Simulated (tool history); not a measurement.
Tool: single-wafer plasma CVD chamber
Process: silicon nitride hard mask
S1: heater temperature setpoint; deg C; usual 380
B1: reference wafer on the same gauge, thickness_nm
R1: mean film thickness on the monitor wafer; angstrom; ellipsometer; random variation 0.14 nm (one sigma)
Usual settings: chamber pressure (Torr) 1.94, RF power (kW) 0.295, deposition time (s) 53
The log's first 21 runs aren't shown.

run 22 hour=599.8 | S1=380 chamber_pressure_(Torr)=1.71 RF_power_(kW)=0.32 deposition_time_(s)=53 | B1=70.488 | R1=601.81
run 23 hour=635.5 | S1=380 chamber_pressure_(Torr)=1.94 RF_power_(kW)=0.295 deposition_time_(s)=53 | B1=70.472 | R1=584.86
run 24 hour=655.1 | S1=380 chamber_pressure_(Torr)=1.94 RF_power_(kW)=0.295 deposition_time_(s)=53 | B1=70.509 | R1=583.84
run 25 hour=676.5 | S1=380 chamber_pressure_(Torr)=1.94 RF_power_(kW)=0.295 deposition_time_(s)=46.2 | B1=70.502 | R1=507.64
run 26 hour=702.8 | S1=380 chamber_pressure_(Torr)=1.94 RF_power_(kW)=0.295 deposition_time_(s)=46.2 | B1=70.544 | R1=508.83
run 27 hour=736.8 | S1=375 chamber_pressure_(Torr)=1.94 RF_power_(kW)=0.245 deposition_time_(s)=49.2 | B1=70.479 | R1=457.7
run 28 hour=766.4 | S1=380 chamber_pressure_(Torr)=1.94 RF_power_(kW)=0.295 deposition_time_(s)=53 | B1=70.528 | R1=580.24
run 29 hour=783.6 | S1=380 chamber_pressure_(Torr)=1.94 RF_power_(kW)=0.295 deposition_time_(s)=53 | B1=70.498 | R1=581.9
run 30 hour=814.7 | S1=380 chamber_pressure_(Torr)=1.7 RF_power_(kW)=0.32 deposition_time_(s)=61 | B1=70.502 | R1=688.31

Forecast each of these 3 alternatives for the next run:
run A hour=815.1 | S1=380 chamber_pressure_(Torr)=1.94 RF_power_(kW)=0.295 deposition_time_(s)=53 | B1=? | R1=?
run B hour=815.1 | S1=380 chamber_pressure_(Torr)=1.54 RF_power_(kW)=0.31 deposition_time_(s)=53 | B1=? | R1=?
run C hour=815.1 | S1=391 chamber_pressure_(Torr)=1.46 RF_power_(kW)=0.33 deposition_time_(s)=53 | B1=? | R1=?

run=A B1=70.489 R1=579.68
run=B B1=70.489 R1=565.49
run=C B1=70.489 R1=582.5
Without the tool's hidden state the same runs would have given:
run=A R1=591.93
run=B R1=577.08
run=C R1=593.94
